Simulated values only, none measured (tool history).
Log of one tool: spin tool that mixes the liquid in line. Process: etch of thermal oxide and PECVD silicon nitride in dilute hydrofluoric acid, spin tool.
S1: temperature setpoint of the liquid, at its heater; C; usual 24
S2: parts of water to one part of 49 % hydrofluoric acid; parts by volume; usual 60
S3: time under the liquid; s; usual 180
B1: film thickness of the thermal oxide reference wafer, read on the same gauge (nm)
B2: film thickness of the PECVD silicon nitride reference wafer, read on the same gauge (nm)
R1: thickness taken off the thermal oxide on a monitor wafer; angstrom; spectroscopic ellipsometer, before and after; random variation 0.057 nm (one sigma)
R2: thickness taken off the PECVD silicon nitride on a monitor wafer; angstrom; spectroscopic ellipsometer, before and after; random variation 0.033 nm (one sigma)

run    hour    S1  S2   S3     B1      B2     R1     R2
  1       0    24  60  180  80.01     140  158.8  104.3
  2    44.5    24  70  230  79.95  140.02  171.1  113.3
  3   106.3    24  70  230  80.01  139.97  171.7  114.2
  4   168.2    24  60  180     80  140.01  158.9  104.4
  5   235.5    24  60  180  80.03     140  158.8  104.1
  6   281.8  25.5  60  180  80.01  140.01    170  115.5
  7   347.6    24  60  180  79.99     140  159.4  103.9
  8   417.2    24  60  180  79.99     140  160.9  104.9
  9   443.9    24  60  180  79.97     140    160  104.2
 10   484.9    24  50  180     80  139.97  194.3  125.4
 11   520.9    27  60  150     80  140.02  151.3  106.5
      647.4  -- hydrofluoric acid flow meter replaced
 12   725.5    27  60  150  79.99  140.01  153.7  108.4
      776.1  -- thermometer replaced
      885.6  -- hydrofluoric acid flow meter replaced, repeated, since the last time left the tool worse
 13   939.6  26.5  70  230     80     140  184.7  132.1
 14  1009.6  28.5  35   85  79.99     140  156.8    110
     1043.8  -- gauge calibrated
 15  1057.8  26.5  40  180     80  139.99  266.2  179.8
 16  1113.3    24  60  180  79.99  140.01  156.5  101.8
 17  1163.7    24  60  235  80.02  139.99  203.3  132.9
 18  1216.5  21.5  45  180  80.05     140  190.5  114.1
 19  1241.9    24  60  180  80.01  139.99  155.7  102.8
 20  1272.3    24  60  180  80.01  140.01  155.6  102.4
 21    1331    21  60  220     80  139.97  168.1  101.6
 22  1374.5    24  40  180  79.98  140.01  240.9  152.4
 23  1527.2  21.5  40  225     80  140.01    272  160.7
 24  1558.1    24  80  260  80.04     140  165.3  111.6
 25  1624.4  21.5  40  210     80  139.99  254.7  150.3

Hidden state or all else? Some run-to-run changes of R1, split into what the settings, what came in and random variation would give without the hidden state, and what is left for the hidden state (with any gauge scatter that isn't in both results):
The hidden state here: liquid hotter than its thermometer reads (K); hydrofluoric acid flow above the setpoint (%); gauge reads high (%).
Run 11 -> 12: hydrofluoric acid flow meter replaced. R1 +2.4 angstrom: hidden state +3.1, all else -0.7.
Run 12 -> 13: S1 27 -> 26.5, S2 60 -> 70, S3 150 -> 230, thermometer replaced, hydrofluoric acid flow meter replaced, repeated, since the last time left the tool worse. R1 +31 angstrom: hidden state -7.9, all else +38.9.
Run 14 -> 15: S1 28.5 -> 26.5, S2 35 -> 40, S3 85 -> 180, gauge calibrated. R1 +109.4 angstrom: hidden state +0.4, all else +109.
Run 15 -> 16: S1 26.5 -> 24, S2 40 -> 60. R1 -109.7 angstrom: hidden state -0.1, all else -109.6.
